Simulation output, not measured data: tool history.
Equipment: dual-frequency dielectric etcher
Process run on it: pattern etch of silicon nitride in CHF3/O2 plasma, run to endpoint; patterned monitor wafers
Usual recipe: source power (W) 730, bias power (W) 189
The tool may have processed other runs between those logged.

run,hour,source power (W),bias power (W),"incoming incoming film thickness, nm",endpoint time (s)
1,0.0,730,189,85.9,49.4
2,65.9,730,189,86.4,50.0
3,123.6,730,189,86.5,50.3
4,230.3,730,189,85.7,49.9
5,267.4,730,189,87.3,50.5
6,342.3,730,189,86.8,50.2
7,401.2,730,203,86.5,49.1
8,483.1,770,189,86.5,48.8
9,541.7,730,189,87.3,53.4
10,635.4,730,189,85.2,52.1
11,721.5,730,189,86.5,53.6
12,803.5,730,189,86.3,52.8
13,876.9,730,189,85.6,52.7
14,981.9,730,189,86.8,52.9
15,1076.1,730,189,86.1,52.3
16,1129.6,880,152,86.8,50.3
17,1223.9,560,231,86.5,56.2
18,1276.2,730,232,86.1,48.5
19,1351.9,730,233,86.8,48.5
20,1443.7,860,142,86.1,49.7
21,1479.0,850,211,86.9,45.3
22,1516.6,670,143,86.8,57.6
23,1553.3,910,147,86.5,47.6
24,1590.9,820,168,86.7,49.1
25,1652.8,780,167,86.3,50.4
26,1699.8,680,217,86.1,50.8
27,1750.4,650,224,86.1,51.5
28,1852.8,640,155,87.1,58.8
29,1921.1,730,232,86.2,47.8
30,1981.1,730,189,86.4,50.2
31,2034.6,780,189,85.9,49.0
32,2167.3,680,226,86.6,50.7
33,2203.9,840,157,87.4,48.7
34,2284.2,730,189,86.1,50.6
35,2349.3,730,189,86.8,50.4

Not shown: 8 entries that the log had between the listed runs. Between which runs, and how does the tool's hidden state differ before and after?
Logged between run 3 and run 4: wet clean of the chamber (hour 192.1)
  source power that arrives over what is set, %: 2.97 -> 3.14
  difference, measured minus the result without the unlogged condition, endpoint time (s): -0.9 -> -0.9
Logged between run 6 and run 7: upper electrode replaced (hour 371.6)
  source power that arrives over what is set, %: 3.31 -> 3.4
  difference, measured minus the result without the unlogged condition, endpoint time (s): -1.0 -> -0.9
Logged between run 8 and run 9: source power generator calibrated (hour 524.6)
  source power that arrives over what is set, %: 3.53 -> -6.48
  difference, measured minus the result without the unlogged condition, endpoint time (s): -0.9 -> +2.0
Logged between run 12 and run 13: wet clean of the chamber (hour 830.7); bias power generator calibrated (hour 849.6)
  source power that arrives over what is set, %: -6.08 -> -5.97
  difference, measured minus the result without the unlogged condition, endpoint time (s): +1.9 -> +1.8
Logged between run 16 and run 17: source power generator calibrated, repeated, since the last time left the tool worse (hour 1145.1)
  source power that arrives over what is set, %: -5.58 -> 0.471
  difference, measured minus the result without the unlogged condition, endpoint time (s): +1.7 -> -0.1
Logged between run 19 and run 20: wet clean of the chamber (hour 1443.2)
  source power that arrives over what is set, %: 0.668 -> 0.809
  difference, measured minus the result without the unlogged condition, endpoint time (s): -0.2 -> -0.2
Logged between run 30 and run 31: wet clean of the chamber (hour 2034.1)
  source power that arrives over what is set, %: 1.64 -> 1.72
  difference, measured minus the result without the unlogged condition, endpoint time (s): -0.5 -> -0.4
